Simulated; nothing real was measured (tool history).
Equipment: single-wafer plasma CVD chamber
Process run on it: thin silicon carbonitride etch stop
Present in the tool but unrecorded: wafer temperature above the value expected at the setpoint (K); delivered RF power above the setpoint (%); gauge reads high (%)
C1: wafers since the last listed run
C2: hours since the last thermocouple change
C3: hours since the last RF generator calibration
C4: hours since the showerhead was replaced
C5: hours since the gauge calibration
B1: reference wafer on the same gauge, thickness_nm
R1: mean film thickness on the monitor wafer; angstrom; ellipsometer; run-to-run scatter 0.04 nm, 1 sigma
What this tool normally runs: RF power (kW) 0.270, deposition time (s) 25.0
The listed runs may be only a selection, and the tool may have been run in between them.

Run 1, hour 0.0: usual settings; C1 0; C2 1072.5; C3 2173.5; C4 8272.6; C5 159.6; B1 12.900. Result: R1 154.50 angstrom.
Run 2, hour 12.7: usual settings; C1 462; C2 1085.2; C3 2186.2; C4 8285.3; C5 172.3; B1 12.901. Result: R1 154.15 angstrom.
Run 3, hour 27.5: usual settings; C1 538; C2 1100.0; C3 2201.0; C4 8300.1; C5 187.1; B1 12.901. Result: R1 154.41 angstrom.
Run 4, hour 43.3: usual settings; C1 575; C2 1115.8; C3 2216.8; C4 8315.9; C5 202.9; B1 12.898. Result: R1 153.95 angstrom.
Run 5, hour 61.1: usual settings; C1 647; C2 1133.6; C3 2234.6; C4 8333.7; C5 220.7; B1 12.903. Result: R1 153.69 angstrom.
At hour 73.6: thermocouple changed; heater temperature recalibrated.
Run 6, hour 74.1: usual settings but deposition time (s) 21.9; C1 181; C2 0.5; C3 2247.6; C4 8346.7; C5 233.7; B1 12.902. Result: R1 134.79 angstrom.
Run 7, hour 87.8: usual settings; C1 498; C2 14.2; C3 2261.3; C4 8360.4; C5 247.4; B1 12.898. Result: R1 154.47 angstrom.
At hour 94.2: gauge calibrated.
Run 8, hour 100.9: usual settings but deposition time (s) 26.8; C1 476; C2 27.3; C3 2274.4; C4 8373.5; C5 6.7; B1 12.895. Result: R1 165.52 angstrom.
Run 9, hour 110.2: usual settings but deposition time (s) 26.8; C1 338; C2 36.6; C3 2283.7; C4 8382.8; C5 16.0; B1 12.893. Result: R1 165.45 angstrom.
Run 10, hour 120.5: usual settings; C1 374; C2 46.9; C3 2294.0; C4 8393.1; C5 26.3; B1 12.899. Result: R1 154.12 angstrom.
At hour 140.4: showerhead replaced.
Run 11, hour 140.9: usual settings but RF power (kW) 0.250, deposition time (s) 20.1; C1 451; C2 67.3; C3 2314.4; C4 0.5; C5 46.7; B1 12.902. Result: R1 121.45 angstrom.
Run 12, hour 145.5: usual settings but RF power (kW) 0.255, deposition time (s) 27.1; C1 167; C2 71.9; C3 2319.0; C4 5.1; C5 51.3; B1 12.902. Result: R1 164.57 angstrom.
Run 13, hour 157.6: usual settings but RF power (kW) 0.225, deposition time (s) 23.6; C1 440; C2 84.0; C3 2331.1; C4 17.2; C5 63.4; B1 12.903. Result: R1 138.43 angstrom.
At hour 175.5: RF generator calibrated.
Run 14, hour 176.0: usual settings but RF power (kW) 0.250, deposition time (s) 20.1; C1 378; C2 102.4; C3 0.5; C4 35.6; C5 81.8; B1 12.898. Result: R1 121.01 angstrom.
Run 15, hour 176.3: usual settings but RF power (kW) 0.310, deposition time (s) 28.4; C1 10; C2 102.7; C3 0.8; C4 35.9; C5 82.1; B1 12.898. Result: R1 182.64 angstrom.
Run 16, hour 183.3: usual settings; C1 254; C2 109.7; C3 7.8; C4 42.9; C5 89.1; B1 12.900. Result: R1 153.50 angstrom.
Run 17, hour 196.2: usual settings but RF power (kW) 0.310, deposition time (s) 21.5; C1 469; C2 122.6; C3 20.7; C4 55.8; C5 102.0; B1 12.903. Result: R1 137.61 angstrom.
Run 18, hour 206.4: usual settings but RF power (kW) 0.310, deposition time (s) 28.4; C1 371; C2 132.8; C3 30.9; C4 66.0; C5 112.2; B1 12.895. Result: R1 182.99 angstrom.

What will run 19 give?
Run 19, hour 218.4: usual settings but deposition time (s) 22.3; C1 436; C2 144.8; C3 42.9; C4 78.0; C5 124.2; B1 ?. Result: R1 ?.

B1: 12.898
R1: 137.95 angstrom
If the tool had no hidden condition, the same run with the same run-to-run variation would have returned R1 137.95 angstrom.
